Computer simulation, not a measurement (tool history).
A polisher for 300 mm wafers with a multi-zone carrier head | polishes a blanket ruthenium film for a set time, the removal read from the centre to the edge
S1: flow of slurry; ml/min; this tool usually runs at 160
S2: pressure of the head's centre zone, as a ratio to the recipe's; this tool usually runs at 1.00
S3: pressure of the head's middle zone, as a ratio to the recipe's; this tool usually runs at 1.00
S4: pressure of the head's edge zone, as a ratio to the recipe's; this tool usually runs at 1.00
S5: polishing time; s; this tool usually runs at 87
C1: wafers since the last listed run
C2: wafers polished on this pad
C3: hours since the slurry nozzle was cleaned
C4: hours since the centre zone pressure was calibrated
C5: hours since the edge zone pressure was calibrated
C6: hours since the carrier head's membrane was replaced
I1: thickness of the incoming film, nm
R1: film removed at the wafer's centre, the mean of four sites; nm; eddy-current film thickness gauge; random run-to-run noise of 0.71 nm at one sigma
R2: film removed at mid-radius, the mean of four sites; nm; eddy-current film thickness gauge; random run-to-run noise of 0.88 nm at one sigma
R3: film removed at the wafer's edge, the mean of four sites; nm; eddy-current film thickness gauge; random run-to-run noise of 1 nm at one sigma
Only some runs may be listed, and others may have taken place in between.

run     day   S1    S2    S3    S4   S5    C1    C2     C3     C4     C5      C6     I1    R1    R2    R3
  1   0.000  135  1.00  0.91  0.89   60     0   546  164.7  167.1  464.8  1094.3  292.1  48.2  44.1  48.6
  2   1.929  130  0.89  1.10  0.89   87   341   888  211.0  213.4  511.1  1140.6  290.7  64.8  76.4  69.9
  3  13.300  160  1.00  0.92  1.00   87  2011  2899  483.9  486.3  784.0  1413.5  290.7  71.5  67.7  74.2
     14.942  -- edge zone pressure recalibrated
  4  15.496  160  1.00  1.00  1.00   87   373  3273  536.6  539.0   13.3  1466.2  293.9  72.6  73.6  75.7
     26.079  -- worn pad replaced by a new one
  5  26.175  185  0.97  1.00  1.00   87  1859    17  792.9  795.3  269.6  1722.5  289.0  73.1  73.5  77.5
     26.588  -- slurry nozzle cleaned
  6  27.792  160  1.05  1.11  1.10   87   278   295   28.9  834.1  308.4  1761.3  295.1  77.6  78.9  78.0
     29.862  -- centre zone pressure recalibrated
  7  32.096  160  1.00  1.00  1.00   87   746  1042  132.2   53.6  411.7  1864.6  289.0  72.8  71.1  75.3
     34.575  -- carrier head's membrane replaced by a new one
  8  36.038  160  1.00  0.89  1.00   87   660  1702  226.8  148.2  506.3    35.1  288.6  72.8  65.7  75.7
  9  38.879  160  1.00  1.00  1.00   87   502  2205  295.0  216.4  574.5   103.3  288.7  73.3  72.6  75.7
 10  42.017  160  1.00  1.00  1.00   87   555  2760  370.3  291.7  649.8   178.6  293.0  72.7  71.6  76.2
 11  46.008  160  1.06  1.00  0.97   87   706  3466  466.1  387.5  745.6   274.4  292.4  76.9  71.7  73.5
 12  48.042  160  1.00  1.00  1.00   87   359  3826  514.9  436.3  794.4   323.2  290.1  73.5  71.5  76.8
     51.021  -- edge zone pressure recalibrated
 13  51.704  160  1.00  1.00  1.00   87   633  4459  602.8  524.2   16.4   411.1  289.1  73.5  72.9  73.6
 14  53.429  110  0.97  1.00  1.00   87   305  4764  644.2  565.6   57.8   452.5  288.3  66.2  67.8  72.4
     57.638  -- slurry nozzle cleaned
 15  57.917  195  1.00  0.89  1.00   87   786  5551    6.7  673.3  165.5   560.2  293.0  74.5  68.1  75.0
     60.042  -- centre zone pressure recalibrated
 16  60.546  125  1.00  1.00  1.00   87   450  6001   69.8   12.1  228.6   623.3  291.6  71.7  68.4  74.2
     61.000  -- worn pad replaced by a new one
 17  62.096  160  1.06  0.95  1.00   87   244   193  107.0   49.3  265.8   660.5  290.2  76.8  69.9  75.5
 18  63.867  215  1.00  1.00  1.00   63   313   506  149.5   91.8  308.3   703.0  294.6  54.9  55.4  56.3
 19  68.142  160  1.06  1.00  1.00  105   756  1263  252.1  194.4  410.9   805.6  289.6  93.6  87.0  88.7
 20  71.350  130  1.00  0.90  1.00   87   567  1830  329.1  271.4  487.9   882.6  293.1  71.8  64.6  72.2
 21  72.992  160  1.00  1.00  1.00   87   290  2121  368.5  310.8  527.3   922.0  289.9  71.9  72.7  75.2
 22  74.800  160  1.00  1.00  1.00   87   319  2441  411.9  354.2  570.7   965.4  291.7  72.3  73.8  75.2
 23  78.075  160  1.00  1.00  1.00   97   579  3020  490.5  432.8  649.3  1044.0  292.9  81.3  79.3  83.8

What if the next run were any one of these 3? Each begins from the tool's condition after run 23:
  A  78.096  160  1.00  1.00  0.89  87   3  3024  491.0  433.3  649.8  1044.5  285.3   ?   ?   ?
  B  78.096  160  1.00  1.00  1.00  58   3  3024  491.0  433.3  649.8  1044.5  285.3   ?   ?   ?
  C  78.096  160  1.00  0.95  1.00  66   3  3024  491.0  433.3  649.8  1044.5  285.3   ?   ?   ?

run    R1    R2    R3
  A  74.8  71.3  72.8
  B  49.9  47.5  51.3
  C  56.7  51.8  58.4
Had the tool no hidden state, the same runs would have come out as:
run    R1    R2    R3
  A  74.8  71.3  72.8
  B  49.9  47.5  51.3
  C  56.7  51.8  58.4

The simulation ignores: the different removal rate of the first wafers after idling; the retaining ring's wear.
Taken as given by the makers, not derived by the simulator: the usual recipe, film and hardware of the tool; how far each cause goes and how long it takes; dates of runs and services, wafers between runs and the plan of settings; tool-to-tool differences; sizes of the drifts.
